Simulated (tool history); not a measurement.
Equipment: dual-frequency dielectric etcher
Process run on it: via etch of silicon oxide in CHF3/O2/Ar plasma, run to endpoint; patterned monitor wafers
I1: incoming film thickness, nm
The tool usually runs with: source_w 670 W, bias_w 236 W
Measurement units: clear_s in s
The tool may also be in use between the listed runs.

{"run": 1, "hour": 0.0, "source_w": 670, "bias_w": 218, "I1": 513.1, "clear_s": 235.0}
{"run": 2, "hour": 36.8, "source_w": 670, "bias_w": 218, "I1": 509.3, "clear_s": 234.1}
{"run": 3, "hour": 124.8, "source_w": 670, "bias_w": 218, "I1": 508.5, "clear_s": 230.3}
{"run": 4, "hour": 220.2, "source_w": 770, "bias_w": 271, "I1": 506.3, "clear_s": 203.1}
{"hour": 284.2, "done": "wet clean of the chamber"}
{"run": 5, "hour": 284.7, "source_w": 770, "bias_w": 271, "I1": 504.2, "clear_s": 208.0}
{"run": 6, "hour": 339.7, "source_w": 750, "bias_w": 236, "I1": 508.3, "clear_s": 220.3}
{"run": 7, "hour": 402.5, "source_w": 750, "bias_w": 236, "I1": 507.8, "clear_s": 219.6}
{"run": 8, "hour": 507.8, "source_w": 760, "bias_w": 219, "I1": 504.0, "clear_s": 220.1}
{"run": 9, "hour": 582.5, "source_w": 760, "bias_w": 219, "I1": 501.0, "clear_s": 217.4}
{"hour": 698.7, "done": "wet clean of the chamber"}
{"run": 10, "hour": 699.2, "source_w": 570, "bias_w": 236, "I1": 501.4, "clear_s": 235.1}
{"run": 11, "hour": 779.3, "source_w": 620, "bias_w": 284, "I1": 509.1, "clear_s": 216.0}
{"hour": 816.6, "done": "upper electrode replaced"}
{"run": 12, "hour": 817.1, "source_w": 530, "bias_w": 251, "I1": 505.1, "clear_s": 232.4}
{"hour": 838.8, "done": "bias power generator calibrated"}
{"run": 13, "hour": 877.3, "source_w": 670, "bias_w": 236, "I1": 504.6, "clear_s": 222.6}
{"hour": 882.7, "done": "source power generator calibrated"}
{"run": 14, "hour": 920.6, "source_w": 710, "bias_w": 177, "I1": 507.7, "clear_s": 243.8}
{"run": 15, "hour": 980.3, "source_w": 670, "bias_w": 180, "I1": 509.3, "clear_s": 247.5}
{"run": 16, "hour": 1037.0, "source_w": 840, "bias_w": 208, "I1": 509.2, "clear_s": 218.6}
{"hour": 1132.4, "done": "wet clean of the chamber"}
{"run": 17, "hour": 1223.3, "source_w": 570, "bias_w": 236, "I1": 506.7, "clear_s": 237.3}
{"run": 18, "hour": 1317.1, "source_w": 830, "bias_w": 236, "I1": 504.4, "clear_s": 211.1}

The logged runs with the hidden state left out (each run's random variation unchanged):
Hidden state at play: etch rate over this chamber's usual, %; source power that arrives over what is set, %; bias power that arrives over what is set, %.
run=1 clear_s=237.1
run=2 clear_s=236.9
run=3 clear_s=234.7
run=4 clear_s=208.6
run=5 clear_s=208.8
run=6 clear_s=222.2
run=7 clear_s=222.6
run=8 clear_s=225.0
run=9 clear_s=223.6
run=10 clear_s=235.2
run=11 clear_s=217.6
run=12 clear_s=234.8
run=13 clear_s=226.0
run=14 clear_s=248.4
run=15 clear_s=253.4
run=16 clear_s=224.8
run=17 clear_s=238.8
run=18 clear_s=214.1

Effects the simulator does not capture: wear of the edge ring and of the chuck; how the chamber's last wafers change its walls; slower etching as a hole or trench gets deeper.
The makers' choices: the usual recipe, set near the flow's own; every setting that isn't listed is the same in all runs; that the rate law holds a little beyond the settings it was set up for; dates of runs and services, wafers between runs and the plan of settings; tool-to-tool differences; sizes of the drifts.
